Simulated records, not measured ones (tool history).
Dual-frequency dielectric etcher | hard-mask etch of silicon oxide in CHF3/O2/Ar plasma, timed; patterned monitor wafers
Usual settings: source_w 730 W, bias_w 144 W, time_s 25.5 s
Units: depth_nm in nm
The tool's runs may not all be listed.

run,day,source_w,bias_w,time_s,"read-back reference wafer on the same gauge, depth_nm",depth_nm
1,0,730,144,25.5,54.2,53
2,1.342,730,144,25.5,54.2,52.7
3,2.55,640,144,25.5,54.2,48.4
4,3.604,810,144,25.5,54.2,55.9
5,5.104,730,167,25.5,54.3,56.4
6,6.596,730,160,25.5,54.2,55.1
7,7.238,730,160,25.5,54.2,55.3
8,8.054,730,160,25.5,54.2,55.2
9,9.421,730,144,25.5,54.2,52.7
10,10.008,730,144,25.5,54.2,51.8
11,11.446,730,144,25.5,54.2,52.8
# day 12.517: wet clean of the chamber
12,12.904,730,144,25.5,54.1,52
13,14.067,730,144,25.5,54.2,52
# day 14.75: source power generator calibrated
14,14.912,730,144,25.5,54.2,52.9
15,15.446,730,144,25.5,54.2,52.5
16,16.912,660,164,25.5,54.2,53
17,17.617,600,144,25.5,54.2,46.3

Run 18 comes next. What will it give?
18,19,550,157,25.5,?,?

{"run 18": {"read-back reference wafer on the same gauge, depth_nm": 54.2, "depth_nm": 45.3}}
Without the tool's hidden state the same run would have given depth_nm 45.3 nm.
